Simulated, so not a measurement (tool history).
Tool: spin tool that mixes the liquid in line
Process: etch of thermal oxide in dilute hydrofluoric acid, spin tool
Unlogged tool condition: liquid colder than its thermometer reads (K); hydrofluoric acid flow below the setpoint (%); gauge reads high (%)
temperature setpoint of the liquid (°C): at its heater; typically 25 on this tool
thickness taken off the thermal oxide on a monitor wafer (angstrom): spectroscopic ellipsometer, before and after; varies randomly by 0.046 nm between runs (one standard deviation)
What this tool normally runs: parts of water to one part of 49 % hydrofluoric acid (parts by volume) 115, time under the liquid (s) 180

run	hour	temperature setpoint of the liquid (°C)	parts of water to one part of 49 % hydrofluoric acid (parts by volume)	time under the liquid (s)	wafers since the last listed run	hours since the thermometer was replaced	hours since the hydrofluoric acid flow meter was replaced	hours since the gauge calibration	read-back film thickness of the thermal oxide reference wafer, read on the same gauge (nm)	thickness taken off the thermal oxide on a monitor wafer (angstrom)
1	0	25	115	180	0	148.3	182.5	335.2	39.99	71.3
2	49.6	25	115	180	305	197.9	232.1	384.8	39.96	70.1
3	107.9	25	115	180	358	256.2	290.4	443.1	40.02	69.8
4	163	25	115	180	339	311.3	345.5	498.2	39.95	69.1
5	222.2	25	115	180	364	370.5	404.7	557.4	40	69
# hour 244.1: hydrofluoric acid flow meter replaced
6	265.4	25	115	180	259	413.7	21.3	600.6	39.99	72.9
7	311.8	25	115	180	285	460.1	67.7	647	39.98	71.7
8	450.2	25	115	180	851	598.5	206.1	785.4	39.97	70.3
9	475.2	25	115	180	153	623.5	231.1	810.4	40.01	69.9
10	530.9	25	115	180	342	679.2	286.8	866.1	40	69.9
# hour 532: gauge calibrated
# hour 719: hydrofluoric acid flow meter replaced
11	741.9	25	115	180	1292	890.2	22.9	209.9	40.04	72.4
12	766.6	25	115	180	152	914.9	47.6	234.6	39.99	72.5
13	827.2	25	115	180	373	975.5	108.2	295.2	39.99	72.6
14	894.3	23.5	70	85	413	1042.6	175.3	362.3	39.99	55.6
15	928	29	75	180	207	1076.3	209	396	40	135.1
# hour 935.4: thermometer replaced
16	984.3	25	115	180	340	48.9	265.3	452.3	40.02	69.7
17	1036.2	25	65	255	319	100.8	317.2	504.2	39.97	188.4
18	1107.8	28.5	60	150	440	172.4	388.8	575.8	40.01	135.6
19	1145.1	22	115	270	229	209.7	426.1	613.1	40.02	91
20	1171.3	20	90	210	161	235.9	452.3	639.3	40	86.7
21	1199.1	25	115	80	171	263.7	480.1	667.1	40	30.2
# hour 1204.6: hydrofluoric acid flow meter replaced
22	1231.1	21	90	180	190	295.7	26.5	699.1	40.05	81.8
23	1293	22.5	115	240	381	357.6	88.4	761	40.02	87.7

Describe how what the log doesn't record of the tool's condition differs between the last listed run preceding each entry between runs and the first listed run following it.
In the gap between runs 5 and 6: hydrofluoric acid flow meter replaced (hour 244.1)
  hydrofluoric acid flow below the setpoint (%): 5.85 -> 0.943
  measured result minus the result with no hidden state, thickness taken off the thermal oxide on a monitor wafer (angstrom): -4.9 -> -0.8
In the gap between runs 10 and 11: gauge calibrated (hour 532); hydrofluoric acid flow meter replaced (hour 719)
  hydrofluoric acid flow below the setpoint (%): 4.36 -> 0.521
  measured result minus the result with no hidden state, thickness taken off the thermal oxide on a monitor wafer (angstrom): -3.7 -> -0.4
In the gap between runs 15 and 16: thermometer replaced (hour 935.4)
  hydrofluoric acid flow below the setpoint (%): 2.92 -> 3.64
  measured result minus the result with no hidden state, thickness taken off the thermal oxide on a monitor wafer (angstrom): -4.5 -> -3
In the gap between runs 21 and 22: hydrofluoric acid flow meter replaced (hour 1204.6)
  hydrofluoric acid flow below the setpoint (%): 6.41 -> 0.605
  measured result minus the result with no hidden state, thickness taken off the thermal oxide on a monitor wafer (angstrom): -2.3 -> -0.6

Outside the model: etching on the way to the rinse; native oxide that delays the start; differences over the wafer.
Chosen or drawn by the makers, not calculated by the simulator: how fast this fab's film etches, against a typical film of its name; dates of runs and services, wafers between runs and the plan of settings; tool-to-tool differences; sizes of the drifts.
